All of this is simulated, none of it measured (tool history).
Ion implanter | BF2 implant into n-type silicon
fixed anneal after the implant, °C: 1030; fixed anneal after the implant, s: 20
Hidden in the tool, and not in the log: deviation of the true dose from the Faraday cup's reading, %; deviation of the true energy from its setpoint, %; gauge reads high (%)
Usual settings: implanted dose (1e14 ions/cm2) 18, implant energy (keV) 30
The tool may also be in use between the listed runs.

run,hour,implanted dose (1e14 ions/cm2),implant energy (keV),wafers since the last listed run,hours since the last dose calibration,hours since the extraction supply was calibrated,hours since the gauge calibration,"read-back reference wafer on the same gauge, sheet resistance",sheet resistance of the implanted and annealed layer (ohm/square)
1,0,18,30,0,1956.4,3369.4,90.3,122.34,104.86
2,17.2,18,30,248,1973.6,3386.6,107.5,122.34,104.91
3,35.1,18,22,259,1991.5,3404.5,125.4,122.27,118.43
4,43.9,18,30,127,2000.3,3413.3,134.2,122.26,104.86
# hour 53.7: extraction supply calibrated
5,54.2,18,30,33,2010.6,0.5,144.5,122.29,105.01
6,62.3,18,30,117,2018.7,8.6,152.6,122.32,105.25
# hour 64.4: gauge calibrated
# hour 73.8: Faraday cup replaced and dose calibrated
7,74.3,18,30,57,0.5,20.6,9.9,122.82,105.39
8,80.4,18,30,88,6.6,26.7,16,122.69,105.46
9,95.2,18,30,214,21.4,41.5,30.8,122.53,105.37
10,105.2,21.5,37.5,144,31.4,51.5,40.8,122.46,93.28

Forecast run 11:
11,111.5,22.1,38.5,91,37.7,57.8,47.1,?,?

Run 11 gave read-back reference wafer on the same gauge, sheet resistance 122.39, sheet resistance of the implanted and annealed layer (ohm/square) 91.5.
Without the tool's hidden state the same run would have given sheet resistance of the implanted and annealed layer (ohm/square) 91.93.
